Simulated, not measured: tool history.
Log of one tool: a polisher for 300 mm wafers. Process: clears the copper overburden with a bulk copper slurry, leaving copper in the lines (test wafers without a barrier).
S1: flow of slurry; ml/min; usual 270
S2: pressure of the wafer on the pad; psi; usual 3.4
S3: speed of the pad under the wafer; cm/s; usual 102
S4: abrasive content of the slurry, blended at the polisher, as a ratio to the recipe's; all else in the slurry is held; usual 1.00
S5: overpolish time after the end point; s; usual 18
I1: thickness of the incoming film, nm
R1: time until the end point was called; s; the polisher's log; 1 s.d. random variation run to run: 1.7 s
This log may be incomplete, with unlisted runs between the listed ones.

run   hour   S1   S2   S3    S4  S5      I1     R1
  1    0.0  270  3.4  102  1.10  18  1116.2  118.6
  2   62.0  270  3.4  102  1.10  18  1147.7  126.1
  3   81.2  270  3.4  102  1.10  18  1134.8  124.7
      85.4  -- worn pad replaced by a new one
  4  116.7  270  2.7  102  1.00  18  1152.7  164.3
  5  148.6  270  3.4  102  1.00  18  1138.3  128.5
  6  173.2  310  3.4  102  1.00  18  1139.5  132.5
  7  187.5  310  3.4  102  1.00  18  1128.3  129.3
     209.1  -- head pressure recalibrated
  8  209.6  270  3.4  102  1.00  18  1144.6  136.0
     217.5  -- worn pad replaced by a new one
  9  242.2  270  3.4  102  1.00  18  1125.3  132.9
 10  267.0  270  4.0  102  1.00  18  1110.1  112.4
 11  297.6  270  3.9   90  1.00  28  1112.8  139.5
 12  327.5  270  2.8   78  1.00  18  1134.8  228.9
     349.8  -- worn pad replaced by a new one
     352.0  -- slurry nozzle cleaned
     355.6  -- slurry blender recalibrated
 13  361.4  270  4.3  114  1.00  18  1134.9   88.4
 14  397.2  270  3.4  102  1.00  18  1121.3  123.9
 15  423.6  270  3.4   88  1.00  18  1127.4  142.7
 16  446.5  310  3.4  102  1.00  18  1129.4  124.2
 17  466.3  270  2.9  102  0.80  22  1129.0  154.7
     489.7  -- worn pad replaced by a new one
 18  495.2  310  3.4  102  1.00  18  1127.9  123.6

Hidden state or all else? Some run-to-run changes of R1, split into what the settings, what came in and random variation would give without the hidden state, and what is left for the hidden state (with any gauge scatter that isn't in both results):
The tool's hidden condition here consists of: removal rate lost through wear of the pad, %; slurry flow missing at the pad, %; deviation of the head's pressure from its setpoint, %; abrasive missing from the slurry, %.
Run 12 -> 13: S2 2.8 -> 4.3, S3 78 -> 114, worn pad replaced by a new one, slurry nozzle cleaned, slurry blender recalibrated. R1 -140.5 s: hidden state -32.3, all else -108.2.
